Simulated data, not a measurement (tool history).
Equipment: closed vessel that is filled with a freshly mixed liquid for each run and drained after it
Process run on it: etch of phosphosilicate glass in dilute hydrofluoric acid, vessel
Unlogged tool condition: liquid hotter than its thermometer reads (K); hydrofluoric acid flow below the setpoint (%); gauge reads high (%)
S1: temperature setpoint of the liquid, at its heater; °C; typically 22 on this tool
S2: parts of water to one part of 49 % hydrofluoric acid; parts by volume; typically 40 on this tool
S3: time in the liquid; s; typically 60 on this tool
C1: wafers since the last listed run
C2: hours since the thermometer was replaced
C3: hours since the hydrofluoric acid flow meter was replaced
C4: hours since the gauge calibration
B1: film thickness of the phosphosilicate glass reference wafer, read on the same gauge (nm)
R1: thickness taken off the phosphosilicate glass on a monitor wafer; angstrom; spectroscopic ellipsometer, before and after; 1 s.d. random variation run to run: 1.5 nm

| run | hour | S1 | S2 | S3 | C1 | C2 | C3 | C4 | B1 | R1 |
|---|---|---|---|---|---|---|---|---|---|---|
| 1 | 0 | 22 | 40 | 60 | 0 | 1762.4 | 1232 | 479.8 | 110.03 | 3018.7 |
|  | 11 | gauge calibrated |
| 2 | 22.6 | 22 | 40 | 60 | 3281 | 1785 | 1254.6 | 11.6 | 110.01 | 3048.3 |
| 3 | 43.8 | 22 | 40 | 60 | 3078 | 1806.2 | 1275.8 | 32.8 | 109.95 | 3082.1 |
| 4 | 62.2 | 22 | 40 | 60 | 2671 | 1824.6 | 1294.2 | 51.2 | 109.98 | 3038.9 |
| 5 | 85.6 | 22 | 40 | 60 | 3397 | 1848 | 1317.6 | 74.6 | 110.02 | 3064.7 |
| 6 | 105.8 | 22 | 40 | 60 | 2933 | 1868.2 | 1337.8 | 94.8 | 110.02 | 3083 |
| 7 | 125 | 22 | 50 | 60 | 2787 | 1887.4 | 1357 | 114 | 109.99 | 2421.7 |
| 8 | 174.6 | 22 | 50 | 60 | 7202 | 1937 | 1406.6 | 163.6 | 109.99 | 2419.1 |
| 9 | 208.8 | 22 | 40 | 60 | 4966 | 1971.2 | 1440.8 | 197.8 | 110.01 | 3082.7 |
| 10 | 233.1 | 22 | 40 | 60 | 3528 | 1995.5 | 1465.1 | 222.1 | 109.99 | 3066.1 |
| 11 | 261.4 | 22 | 40 | 60 | 4109 | 2023.8 | 1493.4 | 250.4 | 110.02 | 3068.7 |
| 12 | 293.7 | 24 | 55 | 60 | 4690 | 2056.1 | 1525.7 | 282.7 | 110.01 | 2379.7 |
| 13 | 309.2 | 22 | 35 | 60 | 2250 | 2071.6 | 1541.2 | 298.2 | 109.99 | 3494.6 |
| 14 | 334.9 | 22 | 40 | 60 | 3731 | 2097.3 | 1566.9 | 323.9 | 109.99 | 3027.4 |
| 15 | 348.3 | 22 | 40 | 60 | 1945 | 2110.7 | 1580.3 | 337.3 | 109.96 | 3050.1 |
| 16 | 363.2 | 22 | 40 | 60 | 2163 | 2125.6 | 1595.2 | 352.2 | 109.99 | 3078.1 |
|  | 411.1 | thermometer replaced |
| 17 | 429.5 | 17 | 45 | 95 | 9481 | 18.4 | 1661.5 | 418.5 | 110.03 | 3091.1 |
|  | 439.3 | hydrofluoric acid flow meter replaced |
| 18 | 462.6 | 18.5 | 40 | 70 | 4661 | 51.5 | 23.3 | 451.6 | 109.97 | 2963.1 |
| 19 | 478.5 | 22 | 40 | 60 | 2308 | 67.4 | 39.2 | 467.5 | 110 | 2937 |
| 20 | 491.7 | 22 | 40 | 60 | 1916 | 80.6 | 52.4 | 480.7 | 110 | 2976.5 |
| 21 | 509.6 | 22 | 40 | 70 | 2599 | 98.5 | 70.3 | 498.6 | 110.02 | 3424.6 |
| 22 | 529.5 | 22 | 25 | 60 | 2889 | 118.4 | 90.2 | 518.5 | 109.97 | 4815.6 |
| 23 | 562.5 | 23.5 | 60 | 30 | 4791 | 151.4 | 123.2 | 551.5 | 110.02 | 1019.5 |
|  | 576.9 | gauge calibrated |
| 24 | 597.5 | 18.5 | 40 | 60 | 5082 | 186.4 | 158.2 | 20.6 | 109.99 | 2551 |
| 25 | 612.5 | 22 | 25 | 70 | 2178 | 201.4 | 173.2 | 35.6 | 110.01 | 5602.4 |
| 26 | 632.6 | 19.5 | 50 | 45 | 2918 | 221.5 | 193.3 | 55.7 | 109.95 | 1581.8 |
| 27 | 648.3 | 17.5 | 40 | 40 | 2279 | 237.2 | 209 | 71.4 | 109.99 | 1613.5 |
| 28 | 674.1 | 22 | 55 | 85 | 3746 | 263 | 234.8 | 97.2 | 109.96 | 2971.9 |
| 29 | 780.1 | 24 | 60 | 45 | 15391 | 369 | 340.8 | 203.2 | 109.95 | 1580.9 |
| 30 | 811.1 | 17.5 | 55 | 40 | 4501 | 400 | 371.8 | 234.2 | 110.03 | 1169.7 |
| 31 | 842.3 | 24 | 25 | 85 | 4530 | 431.2 | 403 | 265.4 | 110.03 | 7436.7 |

Branching from run 31: 3 alternative next runs. What would each branch give?
| A | 843 | 22 | 40 | 60 | 101 | 431.9 | 403.7 | 266.1 | ? | ? |
| B | 843 | 19.5 | 60 | 60 | 101 | 431.9 | 403.7 | 266.1 | ? | ? |
| C | 843 | 22 | 55 | 60 | 101 | 431.9 | 403.7 | 266.1 | ? | ? |

| run | B1 | R1 |
|---|---|---|
| A | 110 | 2949.4 |
| B | 110 | 1726.4 |
| C | 110 | 2103.5 |
The same runs, with their run-to-run variation unchanged, on a tool lacking any hidden condition would have given:
| run | R1 |
|---|---|
| A | 2933.8 |
| B | 1717.4 |
| C | 2093.6 |

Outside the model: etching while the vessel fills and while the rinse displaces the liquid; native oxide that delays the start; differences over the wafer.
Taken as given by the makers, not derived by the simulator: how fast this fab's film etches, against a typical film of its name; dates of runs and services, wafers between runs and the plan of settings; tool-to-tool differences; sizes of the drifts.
